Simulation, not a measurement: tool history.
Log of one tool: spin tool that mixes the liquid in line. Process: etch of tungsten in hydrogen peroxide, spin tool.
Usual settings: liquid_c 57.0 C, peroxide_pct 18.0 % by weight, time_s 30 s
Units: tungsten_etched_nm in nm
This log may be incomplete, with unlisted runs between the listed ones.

run    hour  liquid_c  peroxide_pct  time_s  read-back film thickness of the tungsten reference wafer, read on the same gauge (nm)  tungsten_etched_nm
  1     0.0      57.0          18.0      30                                                                                  49.99               64.25
  2    27.3      57.0          18.0      30                                                                                  49.96               63.79
  3    86.3      57.0          18.0      30                                                                                  49.99               64.28
  4   113.5      49.0          18.0      30                                                                                  49.96               39.63
  5   168.5      57.0          18.0      30                                                                                  50.03               65.30
  6   210.0      57.0          22.5      30                                                                                  50.03               72.64
  7   265.9      57.0          18.0      30                                                                                  50.03               64.87
  8   337.3      57.0          12.5      30                                                                                  49.94               53.80
      357.1  -- heated supply line repaired
  9   374.7      57.0          13.0      30                                                                                  50.00               55.37
 10   429.6      57.0          18.0      30                                                                                  50.03               65.48
 11   481.7      57.0          18.0      30                                                                                  49.98               64.95
 12   522.5      57.0          22.0      15                                                                                  49.95               36.37
 13   565.0      57.0          18.0      30                                                                                  49.98               64.95
      585.0  -- peroxide flow meter replaced
 14   618.5      61.5          18.0      30                                                                                  50.02               78.65
 15   678.6      57.0          18.0      30                                                                                  50.03               60.38
      698.1  -- gauge calibrated
 16   715.6      57.0          18.0      30                                                                                  50.00               60.88
 17   757.1      57.0          18.0      30                                                                                  49.96               61.37
 18   795.3      57.0          14.5      25                                                                                  49.99               46.50
 19   820.4      57.0          18.0      30                                                                                  50.01               62.18
 20   852.7      57.0          18.0      15                                                                                  50.04               30.47
 21   878.6      60.0          21.0      30                                                                                  49.99               80.32
 22  1081.7      51.5          16.0      15                                                                                  50.01               20.86
 23  1134.4      47.0          20.0      30                                                                                  49.97               35.97
 24  1206.0      63.0          18.0      15                                                                                  49.99               43.43
     1231.3  -- new drum of peroxide connected
 25  1244.8      50.5          15.5      15                                                                                  50.00               19.30
 26  1285.4      54.0          15.0      20                                                                                  49.95               31.30

Alternative continuations, all from the tool just after run 26; predict every row:
  A  1285.8      57.0          18.0      30                                                                                      ?                   ?
  B  1285.8      50.5          16.5      30                                                                                      ?                   ?
  C  1285.8      57.0          12.5      15                                                                                      ?                   ?
  D  1285.8      60.5          23.5      20                                                                                      ?                   ?

run  read-back film thickness of the tungsten reference wafer, read on the same gauge (nm)  tungsten_etched_nm
  A                                                                                  50.01               63.15
  B                                                                                  50.01               41.01
  C                                                                                  50.01               26.31
  D                                                                                  50.01               58.92
Stripped of hidden state, with their random variation kept, the same runs would have yielded:
run  tungsten_etched_nm
  A               61.80
  B               40.13
  C               25.75
  D               57.65
